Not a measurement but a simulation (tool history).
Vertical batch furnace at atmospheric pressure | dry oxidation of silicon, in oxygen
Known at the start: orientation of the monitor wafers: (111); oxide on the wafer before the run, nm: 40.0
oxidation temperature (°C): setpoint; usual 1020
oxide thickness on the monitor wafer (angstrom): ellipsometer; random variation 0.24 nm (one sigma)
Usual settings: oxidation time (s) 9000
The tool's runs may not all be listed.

run     day  oxidation temperature (°C)  oxidation time (s)  read-back reference wafer on the same gauge, thickness  oxide thickness on the monitor wafer (angstrom)
  1   0.000                        1020                9000                                                  162.01                                           1596.2
  2   0.862                        1020                9000                                                  161.98                                           1602.9
  3   1.588                        1020                9000                                                  162.00                                           1601.5
  4   2.629                        1010                5880                                                  162.00                                           1214.2
      3.233  -- gauge calibrated
  5   3.642                        1010                5880                                                  162.11                                           1216.4
      5.921  -- thermocouples replaced and temperature profile calibrated
  6   5.942                        1011                9000                                                  162.10                                           1524.1
      7.504  -- boat lift adjusted
  7   7.525                        1011                9000                                                  162.04                                           1519.8
  8   7.746                        1020                6480                                                  161.98                                           1347.8
  9   8.171                        1020                6480                                                  161.97                                           1346.5
 10   9.529                        1040               11910                                                  162.12                                           2061.2
 11  10.154                        1036               11640                                                  161.85                                           1994.1
 12  11.171                        1020                9000                                                  162.05                                           1599.8
 13  12.667                        1037                4800                                                  161.95                                           1256.4
 14  13.379                        1020                9000                                                  162.01                                           1597.4
 15  14.712                        1006                4620                                                  161.94                                           1060.4
     15.462  -- gauge calibrated
 16  16.138                         995                7770                                                  162.03                                           1292.1
 17  17.621                        1020               13410                                                  162.00                                           1983.3
 18  18.242                        1006                6750                                                  162.03                                           1275.9
 19  19.608                        1008                7620                                                  161.99                                           1369.4

4 ways to go on from here, each from the tool as it stands after run 19. What would each give?
  A  19.833                        1020                6780                                                       ?                                                ?
  B  19.833                        1031                7830                                                       ?                                                ?
  C  19.833                        1008                9000                                                       ?                                                ?
  D  19.833                        1006                7860                                                       ?                                                ?

run  read-back reference wafer on the same gauge, thickness  oxide thickness on the monitor wafer (angstrom)
  A                                                  161.98                                           1378.1
  B                                                  161.98                                           1571.9
  C                                                  161.98                                           1496.0
  D                                                  161.98                                           1378.1
Without the tool's hidden state the same runs would have given:
run  oxide thickness on the monitor wafer (angstrom)
  A                                           1378.1
  B                                           1571.9
  C                                           1496.0
  D                                           1378.1
